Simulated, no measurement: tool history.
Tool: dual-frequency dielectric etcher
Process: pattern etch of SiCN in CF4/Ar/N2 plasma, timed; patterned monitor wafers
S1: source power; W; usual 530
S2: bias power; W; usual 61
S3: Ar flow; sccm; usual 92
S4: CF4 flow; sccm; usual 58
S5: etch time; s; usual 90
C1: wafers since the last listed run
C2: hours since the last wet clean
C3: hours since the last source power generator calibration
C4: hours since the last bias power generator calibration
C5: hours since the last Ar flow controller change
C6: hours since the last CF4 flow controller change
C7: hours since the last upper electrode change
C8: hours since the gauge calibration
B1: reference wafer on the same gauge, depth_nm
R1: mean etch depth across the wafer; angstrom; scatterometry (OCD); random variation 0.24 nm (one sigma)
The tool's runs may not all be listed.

| run | day | S1 | S2 | S3 | S4 | S5 | C1 | C2 | C3 | C4 | C5 | C6 | C7 | C8 | B1 | R1 |
|---|---|---|---|---|---|---|---|---|---|---|---|---|---|---|---|---|
| 1 | 0 | 530 | 61 | 92 | 58 | 90 | 0 | 483.7 | 3311.2 | 3054.7 | 1473.6 | 3865.4 | 3333.3 | 80.4 | 69.6 | 864 |
| 2 | 0.629 | 530 | 66 | 92 | 58 | 90 | 150 | 498.8 | 3326.3 | 3069.8 | 1488.7 | 3880.5 | 3348.4 | 95.5 | 69.6 | 884 |
| 3 | 1.021 | 530 | 66 | 92 | 58 | 90 | 93 | 508.2 | 3335.7 | 3079.2 | 1498.1 | 3889.9 | 3357.8 | 104.9 | 69.6 | 888 |
| 4 | 1.275 | 530 | 66 | 92 | 58 | 90 | 60 | 514.3 | 3341.8 | 3085.3 | 1504.2 | 3896 | 3363.9 | 111 | 69.7 | 887 |
| 5 | 1.796 | 530 | 68 | 92 | 58 | 90 | 124 | 526.8 | 3354.3 | 3097.8 | 1516.7 | 3908.5 | 3376.4 | 123.5 | 69.7 | 894 |
|  | 2.579 | gauge calibrated |
|  | 3.142 | bias power generator calibrated |
|  | 3.317 | upper electrode replaced, of another model than before |
|  | 3.517 | CF4 flow controller replaced |
|  | 3.888 | source power generator calibrated |
|  | 3.929 | Ar flow controller replaced |
|  | 4.112 | wet clean of the chamber |
| 6 | 4.133 | 530 | 68 | 92 | 58 | 90 | 334 | 0.5 | 5.9 | 23.8 | 4.9 | 14.8 | 19.6 | 37.3 | 69.6 | 839 |
| 7 | 4.146 | 530 | 61 | 79 | 58 | 90 | 2 | 0.8 | 6.2 | 24.1 | 5.2 | 15.1 | 19.9 | 37.6 | 69.6 | 843 |
| 8 | 4.162 | 530 | 61 | 79 | 58 | 90 | 3 | 1.2 | 6.6 | 24.5 | 5.6 | 15.5 | 20.3 | 38 | 69.5 | 846 |
| 9 | 4.288 | 570 | 53 | 79 | 58 | 90 | 29 | 4.2 | 9.6 | 27.5 | 8.6 | 18.5 | 23.3 | 41 | 69.5 | 861 |
| 10 | 5.029 | 530 | 61 | 107 | 58 | 90 | 177 | 22 | 27.4 | 45.3 | 26.4 | 36.3 | 41.1 | 58.8 | 69.5 | 810 |
| 11 | 5.379 | 530 | 61 | 92 | 58 | 113.5 | 83 | 30.4 | 35.8 | 53.7 | 34.8 | 44.7 | 49.5 | 67.2 | 69.6 | 1046 |
| 12 | 5.867 | 530 | 61 | 92 | 58 | 90 | 116 | 42.1 | 47.5 | 65.4 | 46.5 | 56.4 | 61.2 | 78.9 | 69.6 | 830 |
| 13 | 6.604 | 530 | 61 | 92 | 63 | 90 | 176 | 59.8 | 65.2 | 83.1 | 64.2 | 74.1 | 78.9 | 96.6 | 69.6 | 846 |
| 14 | 6.879 | 490 | 61 | 92 | 58 | 90 | 65 | 66.4 | 71.8 | 89.7 | 70.8 | 80.7 | 85.5 | 103.2 | 69.5 | 794 |
| 15 | 7.208 | 530 | 61 | 92 | 58 | 90 | 78 | 74.3 | 79.7 | 97.6 | 78.7 | 88.6 | 93.4 | 111.1 | 69.7 | 834 |
| 16 | 7.521 | 530 | 61 | 112 | 58 | 75.5 | 74 | 81.8 | 87.2 | 105.1 | 86.2 | 96.1 | 100.9 | 118.6 | 69.6 | 676 |

The tool's hidden state at each run:
source power that arrives over what is set, %: 0 in every run
bias power that arrives over what is set, %: 0 in every run
Ar flow that arrives over what is set, %: 0 in every run
CF4 flow that arrives over what is set, %: 0 in every run
gauge reads high (%): 0 in every run
H1: etch rate over this chamber's usual, %
| run | H1 |
|---|---|
| 1 | 4.48 |
| 2 | 4.6 |
| 3 | 4.68 |
| 4 | 4.73 |
| 5 | 4.84 |
| 6 | -0.728 |
| 7 | -0.725 |
| 8 | -0.722 |
| 9 | -0.697 |
| 10 | -0.548 |
| 11 | -0.478 |
| 12 | -0.38 |
| 13 | -0.232 |
| 14 | -0.176 |
| 15 | -0.11 |
| 16 | -0.0476 |
